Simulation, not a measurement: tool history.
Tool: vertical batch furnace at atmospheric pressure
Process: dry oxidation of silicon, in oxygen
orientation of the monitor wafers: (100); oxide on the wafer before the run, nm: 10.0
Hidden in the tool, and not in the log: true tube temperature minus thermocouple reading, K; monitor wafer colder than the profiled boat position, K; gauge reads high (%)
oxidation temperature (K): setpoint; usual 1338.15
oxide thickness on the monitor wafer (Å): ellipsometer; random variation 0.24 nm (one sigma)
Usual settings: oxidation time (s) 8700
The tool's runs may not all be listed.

run    day  oxidation temperature (K)  oxidation time (s)  wafers since the last listed run  hours since the last temperature calibration  hours since the boat lift was adjusted  hours since the gauge calibration  read-back reference wafer on the same gauge, thickness  oxide thickness on the monitor wafer (Å)
  1      0                    1331.15               11700                                 0                                        2523.9                                    4492                               32.2                                                   130.1                                    1811.8
  2  0.388                    1331.15               11700                                63                                        2533.2                                  4501.3                               41.5                                                  130.05                                    1813.5
  3  0.971                    1331.15               11700                                95                                        2547.2                                  4515.3                               55.5                                                  130.15                                    1811.4
  4  1.504                    1338.15                8700                                87                                          2560                                  4528.1                               68.3                                                   130.2                                    1578.5
     3.108  -- thermocouples replaced and temperature profile calibrated
  5  3.129                    1338.15                8700                               102                                           0.5                                  4567.1                              107.3                                                  130.48                                    1586.2
  6  3.383                    1338.15                8700                                41                                           6.6                                  4573.2                              113.4                                                  130.54                                      1587
  7  3.929                    1338.15                8700                                89                                          19.7                                  4586.3                              126.5                                                  130.67                                    1588.3
     5.258  -- gauge calibrated
     5.317  -- boat lift adjusted
  8  5.338                    1325.15               10200                                67                                          53.5                                     0.5                                1.9                                                  130.05                                    1590.9
  9  5.592                    1338.15               10890                                41                                          59.6                                     6.6                                  8                                                  130.08                                    1819.7
 10  5.883                    1338.15                8700                                47                                          66.6                                    13.6                                 15                                                  130.03                                    1581.7
 11  6.625                    1363.15                5340                               121                                          84.4                                    31.4                               32.8                                                  130.03                                    1394.7
 12  7.079                    1338.15               12420                                74                                          95.3                                    42.3                               43.7                                                  129.99                                    1982.3
 13  8.062                    1326.15                8700                               161                                         118.9                                    65.9                               67.3                                                  130.26                                    1448.5
 14  8.896                    1338.15                8700                               136                                         138.9                                    85.9                               87.3                                                  130.35                                    1586.8
 15    9.7                    1354.15                5160                               132                                         158.2                                   105.2                              106.6                                                  130.48                                    1286.3

3 ways to go on from here, each from the tool as it stands after run 15. What would each give?
  A  9.958                    1338.15                8700                                42                                         164.4                                   111.4                              112.8                                                       ?                                         ?
  B  9.958                    1352.15               12960                                42                                         164.4                                   111.4                              112.8                                                       ?                                         ?
  C  9.958                    1354.15                7380                                42                                         164.4                                   111.4                              112.8                                                       ?                                         ?

run  read-back reference wafer on the same gauge, thickness  oxide thickness on the monitor wafer (Å)
  A                                                  130.49                                    1590.9
  B                                                  130.49                                    2242.8
  C                                                  130.49                                    1608.8
Without the tool's hidden state the same runs would have given:
run  oxide thickness on the monitor wafer (Å)
  A                                    1584.9
  B                                    2234.2
  C                                    1602.6

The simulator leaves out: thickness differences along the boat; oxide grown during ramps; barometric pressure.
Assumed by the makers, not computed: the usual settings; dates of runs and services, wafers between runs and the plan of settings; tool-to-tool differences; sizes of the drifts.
